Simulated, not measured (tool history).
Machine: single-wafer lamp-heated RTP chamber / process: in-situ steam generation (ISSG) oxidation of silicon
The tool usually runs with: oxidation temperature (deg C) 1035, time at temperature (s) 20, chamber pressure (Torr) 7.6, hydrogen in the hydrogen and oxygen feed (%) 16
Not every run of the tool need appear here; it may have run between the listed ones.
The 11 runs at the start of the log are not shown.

run,day,oxidation temperature (deg C),time at temperature (s),chamber pressure (Torr),hydrogen in the hydrogen and oxygen feed (%),wafers since the last listed run,wafers since the last pyrometer calibration,hours since the pressure gauge was zeroed,hours since the hydrogen flow controller was replaced,hours since the gauge calibration,"read-back reference wafer on the same gauge, thickness",oxide thickness on the monitor wafer (angstrom)
12,7.679,1045,20,7.6,16,74,400,86.1,109.8,244.9,4.920,64.04
13,7.950,1045,20,7.6,16,78,478,92.6,116.3,251.4,4.918,64.04
14,8.250,1035,20,7.6,16,86,565,99.8,123.5,258.6,4.924,60.57
15,8.917,1035,20,7.6,16,192,757,115.8,139.5,274.6,4.919,60.74
# day 9.438: pyrometer window cleaned and pyrometer calibrated, repeated, since the last time left the tool worse
16,9.458,1029,26,7.6,11,60,5,128.8,152.5,287.6,4.917,59.93
17,9.862,1025,20,7.6,16,116,122,138.5,162.2,297.3,4.923,55.44
18,10.354,1035,20,6.9,11,141,264,150.3,174.0,309.1,4.918,53.52
# day 10.750: gauge calibrated
19,10.950,1035,20,7.6,16,171,435,164.6,188.3,4.8,4.922,58.18
20,11.596,1035,20,7.6,22,186,621,180.1,203.8,20.3,4.922,62.85
21,11.854,1035,18,8.5,16,74,696,186.3,210.0,26.5,4.922,55.47
22,12.342,1035,20,6.9,16,140,836,198.0,221.7,38.2,4.919,58.65
23,12.854,1035,14,7.6,20,147,984,210.3,234.0,50.5,4.921,51.77
24,13.121,1035,20,7.6,16,76,1061,216.7,240.4,56.9,4.920,58.60
25,13.500,1035,20,7.6,16,109,1170,225.8,249.5,66.0,4.918,58.80
26,14.142,1035,20,8.0,20,184,1355,241.2,264.9,81.4,4.918,61.74
27,14.492,1035,20,7.6,11,100,1456,249.6,273.3,89.8,4.921,54.28
28,14.921,1015,20,7.6,16,123,1580,259.9,283.6,100.1,4.916,53.73
29,15.283,1035,20,7.6,16,104,1684,268.6,292.3,108.8,4.919,58.81
30,15.954,1035,20,7.6,16,193,1878,284.7,308.4,124.9,4.920,59.20
31,16.588,1035,13,7.6,16,182,2060,299.9,323.6,140.1,4.917,48.01

4 ways to go on from here, each from the tool as it stands after run 31. What would each give?
A,16.604,1035,20,7.6,23,4,2065,300.3,324.0,140.5,?,?
B,16.604,1016,18,6.9,16,4,2065,300.3,324.0,140.5,?,?
C,16.604,1035,20,8.4,16,4,2065,300.3,324.0,140.5,?,?
D,16.604,1044,20,8.9,16,4,2065,300.3,324.0,140.5,?,?

run,"read-back reference wafer on the same gauge, thickness",oxide thickness on the monitor wafer (angstrom)
A,4.917,64.78
B,4.917,51.14
C,4.917,59.48
D,4.917,62.17
With the hidden condition removed and each run's random variation left untouched, the same runs would have given:
run,oxide thickness on the monitor wafer (angstrom)
A,63.43
B,50.21
C,58.25
D,60.82

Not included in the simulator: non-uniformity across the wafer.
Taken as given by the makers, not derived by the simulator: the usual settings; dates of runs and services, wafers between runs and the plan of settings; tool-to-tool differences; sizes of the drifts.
